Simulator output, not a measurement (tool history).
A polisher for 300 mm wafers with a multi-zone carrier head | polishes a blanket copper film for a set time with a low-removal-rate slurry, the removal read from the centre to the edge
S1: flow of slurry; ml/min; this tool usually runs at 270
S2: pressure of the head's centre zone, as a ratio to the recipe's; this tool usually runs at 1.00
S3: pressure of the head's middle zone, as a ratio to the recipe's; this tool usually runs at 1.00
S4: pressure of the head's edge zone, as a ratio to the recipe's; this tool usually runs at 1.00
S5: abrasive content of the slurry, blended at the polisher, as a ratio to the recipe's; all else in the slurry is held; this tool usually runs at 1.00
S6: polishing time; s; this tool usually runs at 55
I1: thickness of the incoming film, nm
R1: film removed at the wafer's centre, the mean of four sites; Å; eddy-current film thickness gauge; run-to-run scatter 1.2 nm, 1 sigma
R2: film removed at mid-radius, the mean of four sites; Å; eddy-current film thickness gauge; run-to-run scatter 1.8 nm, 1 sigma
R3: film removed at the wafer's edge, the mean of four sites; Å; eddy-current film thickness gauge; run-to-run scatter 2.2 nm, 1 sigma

run   hour   S1    S2    S3    S4    S5  S6      I1    R1    R2    R3
  1    0.0  270  1.00  1.00  1.00  1.00  55  1007.2  1893  1921  1892
  2    8.4  270  0.96  1.00  1.00  1.00  55  1023.1  1815  1894  1944
  3   18.1  270  1.00  1.00  1.00  1.00  55  1003.6  1877  1884  1927
  4   32.1  270  1.00  1.00  1.00  1.00  55  1009.4  1856  1851  1843
      46.1  -- carrier head's membrane replaced by a new one
  5   47.7  270  1.00  1.00  1.00  1.00  55  1015.5  1840  1836  1829
  6   57.8  270  1.00  1.00  1.00  1.00  55  1003.7  1807  1823  1844
  7   65.2  270  1.00  1.00  1.00  1.00  55  1009.9  1792  1810  1790
      73.4  -- worn pad replaced by a new one
  8   73.9  270  1.00  1.00  1.00  1.00  55  1014.1  1850  1879  1908
  9   80.2  270  1.00  1.00  1.00  1.00  55  1025.4  1880  1865  1895
 10   86.3  270  1.00  1.00  1.00  1.15  55  1019.1  1886  1949  1934
 11   98.7  270  1.00  1.00  1.00  1.00  55  1009.6  1855  1868  1884
     108.0  -- slurry nozzle cleaned
 12  109.3  270  1.00  0.96  1.00  0.90  55  1000.7  1981  1919  1918
 13  116.0  270  0.90  1.00  1.00  1.00  55   995.2  1786  1991  2021
     125.0  -- edge zone pressure recalibrated
     143.5  -- centre zone pressure recalibrated
 14  159.0  270  1.00  1.00  1.00  1.00  55  1010.3  1948  1898  1951
     174.2  -- worn pad replaced by a new one
 15  174.7  270  1.00  1.05  1.00  1.00  55  1029.6  2005  2062  1948
 16  180.7  340  0.88  1.00  1.00  1.00  55  1015.8  1825  2054  2033
 17  191.1  270  0.97  1.00  1.00  1.00  55  1029.5  1946  1984  2012
 18  198.6  270  1.00  1.05  1.00  1.00  55  1014.7  1996  2048  1979
 19  209.6  205  1.00  1.03  1.03  1.20  55  1013.3  1969  1989  2028
 20  226.6  340  1.00  0.96  1.00  0.75  68  1013.5  2418  2365  2358

Consider 5 possible next runs. They are alternatives, not a sequence: every one starts from the tool as it was left by run 20. What does each give?
  A  227.0  335  1.00  1.00  1.00  1.00  55  1016.2   ?   ?   ?
  B  227.0  270  1.00  0.89  1.00  1.10  47  1016.2   ?   ?   ?
  C  227.0  240  0.91  1.00  1.00  0.90  61  1016.2   ?   ?   ?
  D  227.0  270  1.00  1.00  1.06  1.00  55  1016.2   ?   ?   ?
  E  227.0  270  1.00  1.00  1.08  1.00  66  1016.2   ?   ?   ?

run    R1    R2    R3
  A  2036  2024  2045
  B  1722  1630  1745
  C  1946  2122  2164
  D  1984  1976  2066
  E  2380  2372  2503
Without the tool's unlogged condition, the same runs would have read:
run    R1    R2    R3
  A  2084  2070  2090
  B  1764  1669  1785
  C  1996  2175  2214
  D  2032  2024  2113
  E  2439  2429  2560

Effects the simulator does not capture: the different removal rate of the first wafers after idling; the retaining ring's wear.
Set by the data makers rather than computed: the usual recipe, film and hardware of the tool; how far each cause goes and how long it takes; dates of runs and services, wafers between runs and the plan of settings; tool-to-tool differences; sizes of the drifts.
